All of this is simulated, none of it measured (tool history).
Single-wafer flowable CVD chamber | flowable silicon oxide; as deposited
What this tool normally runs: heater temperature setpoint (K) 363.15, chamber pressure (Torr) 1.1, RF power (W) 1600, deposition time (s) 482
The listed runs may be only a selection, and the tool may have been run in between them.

run	day	heater temperature setpoint (K)	chamber pressure (Torr)	RF power (W)	deposition time (s)	wafers since the last listed run	hours since the last thermocouple change	hours since the last RF generator calibration	hours since the last manometer calibration	hours since the showerhead was replaced	hours since the gauge calibration	read-back reference wafer on the same gauge, thickness_nm	mean film thickness on the monitor wafer (nm)
1	0	363.15	1.1	1600	537	0	2895.6	785.1	2297.3	7388.7	301.8	609.951	616.622
2	0.75	363.15	1.1	1600	537	48	2913.6	803.1	2315.3	7406.7	319.8	610.027	622.939
3	1.121	363.15	1.1	1600	537	23	2922.5	812	2324.2	7415.6	328.7	609.464	613.704
4	1.858	363.15	1.18	1600	482	47	2940.2	829.7	2341.9	7433.3	346.4	610.72	586.96
5	2.467	363.15	1.18	1600	482	38	2954.8	844.3	2356.5	7447.9	361	609.041	591.346
# day 3.017: showerhead replaced
6	3.038	363.15	1.1	1600	534	15	2968.5	858	2370.2	0.5	374.7	609.913	615.367
7	3.646	363.15	1.1	1600	534	38	2983.1	872.6	2384.8	15.1	389.3	609.098	609.466
# day 4.096: thermocouple changed; heater temperature recalibrated
8	4.267	363.15	1.1	1600	534	18	4.1	887.5	2399.7	30	404.2	610.048	610.136
9	4.742	363.15	1.1	1600	482	30	15.5	898.9	2411.1	41.4	415.6	608.846	557.619
10	5.483	363.15	1.1	1600	482	47	33.3	916.7	2428.9	59.2	433.4	610.668	556.113
11	6.004	363.15	1.1	1600	482	33	45.8	929.2	2441.4	71.7	445.9	610.213	549.431
12	6.5	363.15	1.1	1675	482	31	57.7	941.1	2453.3	83.6	457.8	609.986	563.138
13	6.9	350.15	1.1	1360	482	25	67.3	950.7	2462.9	93.2	467.4	609.943	775.519
14	7.438	363.15	1.1	1600	534	34	80.2	963.6	2475.8	106.1	480.3	610.777	615.543
15	7.883	363.15	1.1	1600	482	28	90.9	974.3	2486.5	116.8	491	609.393	554.91
# day 8.342: RF generator calibrated
16	8.362	349.15	1.1	1600	482	9	102.4	0.5	2498	128.3	502.5	610.716	862.095
17	9.042	363.15	1.29	1385	482	43	118.7	16.8	2514.3	144.6	518.8	609.454	584.402
18	9.588	363.15	1.1	1600	482	34	131.8	29.9	2527.4	157.7	531.9	610.32	555.954
19	9.904	374.15	1.1	1440	482	20	139.4	37.5	2535	165.3	539.5	610.189	343.922
20	10.354	373.15	1.23	1385	567	28	150.2	48.3	2545.8	176.1	550.3	610.589	453.202
# day 10.896: capacitance manometer re-zeroed and calibrated
21	10.917	363.15	1.1	1600	482	14	163.7	61.8	0.5	189.6	563.8	609.27	554.34
22	11.338	363.15	1.1	1600	482	26	173.8	71.9	10.6	199.7	573.9	610.172	559.095
# day 13.042: gauge calibrated
23	13.283	357.15	1.1	1600	482	124	220.5	118.6	57.3	246.4	5.8	609.641	680.785
24	13.654	376.15	1.34	1310	556	23	229.4	127.5	66.2	255.3	14.7	608.821	408.619
25	14.304	351.15	1.02	1600	417	41	245	143.1	81.8	270.9	30.3	610.15	665.412
26	14.721	363.15	1.1	1600	550	26	255	153.1	91.8	280.9	40.3	609.841	630.932
27	14.992	359.15	1.1	1600	482	17	261.5	159.6	98.3	287.4	46.8	609.908	629.922
28	15.383	363.15	1.1	1600	519	25	270.9	169	107.7	296.8	56.2	610.212	598.17
29	16.742	363.15	1.1	1600	482	87	303.5	201.6	140.3	329.4	88.8	610.8	550.936
30	17.283	370.15	1.19	1885	412	34	316.5	214.6	153.3	342.4	101.8	609.658	414.599

Describe how what the log doesn't record of the tool's condition differs between the last listed run preceding each entry between runs and the first listed run following it.
Runs 5 to 6: showerhead replaced (day 3.017)
  the hidden state is the same at both runs
Runs 7 to 8: thermocouple changed; heater temperature recalibrated (day 4.096)
  the hidden state is the same at both runs
Runs 15 to 16: RF generator calibrated (day 8.342)
  the hidden state is the same at both runs
Runs 20 to 21: capacitance manometer re-zeroed and calibrated (day 10.896)
  the hidden state is the same at both runs
Runs 22 to 23: gauge calibrated (day 13.042)
  the hidden state is the same at both runs

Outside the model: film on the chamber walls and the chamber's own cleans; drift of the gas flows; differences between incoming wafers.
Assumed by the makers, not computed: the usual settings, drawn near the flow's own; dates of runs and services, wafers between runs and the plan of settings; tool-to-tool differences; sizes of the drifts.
